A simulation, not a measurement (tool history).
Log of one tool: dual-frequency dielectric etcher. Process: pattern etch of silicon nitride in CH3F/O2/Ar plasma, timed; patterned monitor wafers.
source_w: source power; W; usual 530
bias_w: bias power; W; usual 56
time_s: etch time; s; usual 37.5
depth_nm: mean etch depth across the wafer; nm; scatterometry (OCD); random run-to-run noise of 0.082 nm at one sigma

run     day  source_w  bias_w  time_s  wafers since the last listed run  hours since the last wet clean  hours since the last source power generator calibration  hours since the last bias power generator calibration  hours since the last upper electrode change  hours since the gauge calibration  read-back reference wafer on the same gauge, depth_nm  depth_nm
  1   0.000       530      56    37.5                                 0                           440.9                                                   1930.4                                                 4399.5                                       3058.6                              546.2                                                  24.67     25.48
  2   1.229       450      56    37.5                               559                           470.4                                                   1959.9                                                 4429.0                                       3088.1                              575.7                                                  24.71     23.49
      2.096  -- bias power generator calibrated
  3   2.117       450      56    37.5                               328                           491.7                                                   1981.2                                                    0.5                                       3109.4                              597.0                                                  24.70     23.51
  4   3.304       450      56    37.5                               540                           520.2                                                   2009.7                                                   29.0                                       3137.9                              625.5                                                  24.70     23.64
      4.571  -- wet clean of the chamber
      4.654  -- source power generator calibrated
  5   4.675       530      56    37.5                               131                             2.5                                                      0.5                                                   61.9                                       3170.8                              658.4                                                  24.71     26.47
  6   4.950       530      56    37.5                               125                             9.1                                                      7.1                                                   68.5                                       3177.4                              665.0                                                  24.69     26.40
  7   5.517       530      56    37.5                               258                            22.7                                                     20.7                                                   82.1                                       3191.0                              678.6                                                  24.69     26.51
  8   6.146       530      47    37.5                               286                            37.8                                                     35.8                                                   97.2                                       3206.1                              693.7                                                  24.72     25.72
  9   7.512       530      50    37.5                               622                            70.6                                                     68.6                                                  130.0                                       3238.9                              726.5                                                  24.70     25.82
 10   8.600       530      48    37.5                               495                            96.7                                                     94.7                                                  156.1                                       3265.0                              752.6                                                  24.70     25.63
 11   9.229       460      56    37.5                               286                           111.8                                                    109.8                                                  171.2                                       3280.1                              767.7                                                  24.70     24.42
 12  10.008       630      49    27.5                               354                           130.5                                                    128.5                                                  189.9                                       3298.8                              786.4                                                  24.69     20.70
 13  11.300       470      56    43.5                               588                           161.5                                                    159.5                                                  220.9                                       3329.8                              817.4                                                  24.72     28.64
     12.729  -- gauge calibrated
     13.083  -- upper electrode replaced
 14  13.104       630      63    45.5                               366                           204.8                                                    202.8                                                  264.2                                          0.5                                9.0                                                  24.69     35.80
 15  13.133       530      56    37.5                                13                           205.5                                                    203.5                                                  264.9                                          1.2                                9.7                                                  24.72     26.51
 16  13.704       530      56    31.0                               259                           219.2                                                    217.2                                                  278.6                                         14.9                               23.4                                                  24.72     21.95
 17  14.325       560      56    37.5                               282                           234.1                                                    232.1                                                  293.5                                         29.8                               38.3                                                  24.68     27.09
 18  15.412       530      56    37.5                               495                           260.2                                                    258.2                                                  319.6                                         55.9                               64.4                                                  24.68     26.33
 19  16.767       580      42    34.0                               616                           292.7                                                    290.7                                                  352.1                                         88.4                               96.9                                                  24.70     23.86
 20  17.346       530      63    37.5                               263                           306.6                                                    304.6                                                  366.0                                        102.3                              110.8                                                  24.69     26.99
 21  17.862       450      56    27.5                               235                           319.0                                                    317.0                                                  378.4                                        114.7                              123.2                                                  24.71     17.82
 22  18.404       460      66    42.0                               246                           332.0                                                    330.0                                                  391.4                                        127.7                              136.2                                                  24.70     28.28
 23  18.996       530      56    37.5                               269                           346.2                                                    344.2                                                  405.6                                        141.9                              150.4                                                  24.69     26.18
 24  19.967       530      56    42.0                               442                           369.5                                                    367.5                                                  428.9                                        165.2                              173.7                                                  24.67     29.55
 25  20.996       530      56    28.5                               468                           394.2                                                    392.2                                                  453.6                                        189.9                              198.4                                                  24.70     19.88
 26  21.671       530      56    37.5                               307                           410.4                                                    408.4                                                  469.8                                        206.1                              214.6                                                  24.69     26.35
 27  22.688       530      56    33.0                               462                           434.8                                                    432.8                                                  494.2                                        230.5                              239.0                                                  24.68     23.15
 28  23.317       530      70    28.0                               286                           449.9                                                    447.9                                                  509.3                                        245.6                              254.1                                                  24.70     20.55
 29  24.142       530      68    37.5                               375                           469.7                                                    467.7                                                  529.1                                        265.4                              273.9                                                  24.70     27.30

What differs in the tool's unlogged condition from the final listed run ahead of each entry between runs to the first listed run following it?
In the gap between runs 2 and 3: bias power generator calibrated (day 2.096)
  source power that arrives over what is set, %: -5.31 -> -5.37
  difference, measured minus the result without the unlogged condition, depth_nm: -0.69 -> -0.70 nm
In the gap between runs 4 and 5: wet clean of the chamber (day 4.571); source power generator calibrated (day 4.654)
  source power that arrives over what is set, %: -5.44 -> 0.45
  difference, measured minus the result without the unlogged condition, depth_nm: -0.71 -> +0.06 nm
In the gap between runs 13 and 14: gauge calibrated (day 12.729); upper electrode replaced (day 13.083)
  source power that arrives over what is set, %: 0.0572 -> -0.0498
  difference, measured minus the result without the unlogged condition, depth_nm: +0.00 -> -0.01 nm
